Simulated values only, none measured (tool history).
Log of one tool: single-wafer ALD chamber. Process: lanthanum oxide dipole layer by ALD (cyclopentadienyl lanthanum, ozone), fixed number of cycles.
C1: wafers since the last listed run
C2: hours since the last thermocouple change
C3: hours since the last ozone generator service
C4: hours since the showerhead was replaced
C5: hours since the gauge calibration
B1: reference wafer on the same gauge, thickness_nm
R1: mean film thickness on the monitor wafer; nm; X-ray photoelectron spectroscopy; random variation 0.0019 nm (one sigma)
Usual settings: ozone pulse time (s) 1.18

run 1 day=0 | ozone_pulse_time_(s)=0.81 | C1=0 C2=1118 C3=335.4 C4=5066 C5=2283.9 | B1=0.61 | R1=0.524
-- day=3.092 thermocouple changed; heater temperature recalibrated
run 2 day=3.112 | ozone_pulse_time_(s)=1.18 | C1=846 C2=0.5 C3=410.1 C4=5140.7 C5=2358.6 | B1=0.61 | R1=0.568
run 3 day=5.825 | ozone_pulse_time_(s)=0.98 | C1=826 C2=65.6 C3=475.2 C4=5205.8 C5=2423.7 | B1=0.61 | R1=0.548
run 4 day=8.821 | ozone_pulse_time_(s)=1.18 | C1=913 C2=137.5 C3=547.1 C4=5277.7 C5=2495.6 | B1=0.609 | R1=0.564
run 5 day=11.45 | ozone_pulse_time_(s)=1.18 | C1=801 C2=200.6 C3=610.2 C4=5340.8 C5=2558.7 | B1=0.61 | R1=0.563
run 6 day=13.175 | ozone_pulse_time_(s)=1.18 | C1=525 C2=242 C3=651.6 C4=5382.2 C5=2600.1 | B1=0.609 | R1=0.567
run 7 day=18.021 | ozone_pulse_time_(s)=1.41 | C1=1476 C2=358.3 C3=767.9 C4=5498.5 C5=2716.4 | B1=0.61 | R1=0.584
run 8 day=19.433 | ozone_pulse_time_(s)=1.41 | C1=430 C2=392.2 C3=801.8 C4=5532.4 C5=2750.3 | B1=0.61 | R1=0.586
-- day=24.304 gauge calibrated
run 9 day=25.588 | ozone_pulse_time_(s)=0.97 | C1=1875 C2=539.9 C3=949.5 C4=5680.1 C5=30.8 | B1=0.61 | R1=0.549
-- day=26.096 ozone generator serviced
run 10 day=27.633 | ozone_pulse_time_(s)=0.82 | C1=521 C2=589 C3=36.9 C4=5729.2 C5=79.9 | B1=0.61 | R1=0.524
run 11 day=30.612 | ozone_pulse_time_(s)=0.82 | C1=907 C2=660.5 C3=108.4 C4=5800.7 C5=151.4 | B1=0.61 | R1=0.525
run 12 day=31.962 | ozone_pulse_time_(s)=0.82 | C1=411 C2=692.9 C3=140.8 C4=5833.1 C5=183.8 | B1=0.61 | R1=0.522
run 13 day=34.746 | ozone_pulse_time_(s)=1.18 | C1=848 C2=759.7 C3=207.6 C4=5899.9 C5=250.6 | B1=0.61 | R1=0.568
run 14 day=43.729 | ozone_pulse_time_(s)=1.18 | C1=2737 C2=975.3 C3=423.2 C4=6115.5 C5=466.2 | B1=0.609 | R1=0.564
run 15 day=46.688 | ozone_pulse_time_(s)=1.18 | C1=901 C2=1046.3 C3=494.2 C4=6186.5 C5=537.2 | B1=0.611 | R1=0.566
run 16 day=48.162 | ozone_pulse_time_(s)=1.18 | C1=449 C2=1081.7 C3=529.6 C4=6221.9 C5=572.6 | B1=0.61 | R1=0.571
run 17 day=50.296 | ozone_pulse_time_(s)=0.8 | C1=650 C2=1132.9 C3=580.8 C4=6273.1 C5=623.8 | B1=0.61 | R1=0.522
run 18 day=53.075 | ozone_pulse_time_(s)=1.41 | C1=846 C2=1199.6 C3=647.5 C4=6339.8 C5=690.5 | B1=0.61 | R1=0.584
run 19 day=54.933 | ozone_pulse_time_(s)=0.88 | C1=566 C2=1244.2 C3=692.1 C4=6384.4 C5=735.1 | B1=0.61 | R1=0.53
run 20 day=56.888 | ozone_pulse_time_(s)=1.18 | C1=595 C2=1291.1 C3=739 C4=6431.3 C5=782 | B1=0.609 | R1=0.568
-- day=57.988 thermocouple changed; heater temperature recalibrated
run 21 day=58.65 | ozone_pulse_time_(s)=1.18 | C1=435 C2=15.9 C3=781.3 C4=6473.6 C5=824.3 | B1=0.609 | R1=0.566
-- day=59.725 showerhead replaced
run 22 day=60.729 | ozone_pulse_time_(s)=0.75 | C1=532 C2=65.8 C3=831.2 C4=24.1 C5=874.2 | B1=0.611 | R1=0.512
-- day=62.604 ozone generator serviced
run 23 day=63.15 | ozone_pulse_time_(s)=1.18 | C1=636 C2=123.9 C3=13.1 C4=82.2 C5=932.3 | B1=0.61 | R1=0.57
run 24 day=64.738 | ozone_pulse_time_(s)=1.42 | C1=483 C2=162 C3=51.2 C4=120.3 C5=970.4 | B1=0.611 | R1=0.583
run 25 day=67.533 | ozone_pulse_time_(s)=1.44 | C1=852 C2=229.1 C3=118.3 C4=187.4 C5=1037.5 | B1=0.61 | R1=0.588
run 26 day=69.229 | ozone_pulse_time_(s)=0.76 | C1=516 C2=269.8 C3=159 C4=228.1 C5=1078.2 | B1=0.61 | R1=0.516
run 27 day=70.467 | ozone_pulse_time_(s)=1.18 | C1=377 C2=299.5 C3=188.7 C4=257.8 C5=1107.9 | B1=0.61 | R1=0.565
run 28 day=72.442 | ozone_pulse_time_(s)=1.56 | C1=601 C2=346.9 C3=236.1 C4=305.2 C5=1155.3 | B1=0.61 | R1=0.594
run 29 day=73.583 | ozone_pulse_time_(s)=1.4 | C1=347 C2=374.3 C3=263.5 C4=332.6 C5=1182.7 | B1=0.609 | R1=0.583
run 30 day=78.4 | ozone_pulse_time_(s)=0.85 | C1=1467 C2=489.9 C3=379.1 C4=448.2 C5=1298.3 | B1=0.61 | R1=0.529
run 31 day=81.021 | ozone_pulse_time_(s)=1.18 | C1=798 C2=552.8 C3=442 C4=511.1 C5=1361.2 | B1=0.61 | R1=0.565
run 32 day=83.308 | ozone_pulse_time_(s)=1.18 | C1=697 C2=607.7 C3=496.9 C4=566 C5=1416.1 | B1=0.61 | R1=0.568

Run 33 comes next. What will it give?
run 33 day=86.071 | ozone_pulse_time_(s)=1.18 | C1=841 C2=674 C3=563.2 C4=632.3 C5=1482.4 | B1=? | R1=?

{"run 33": {"B1": 0.61, "R1": 0.567}}
Without the tool's hidden state the same run would have given R1 0.567 nm.
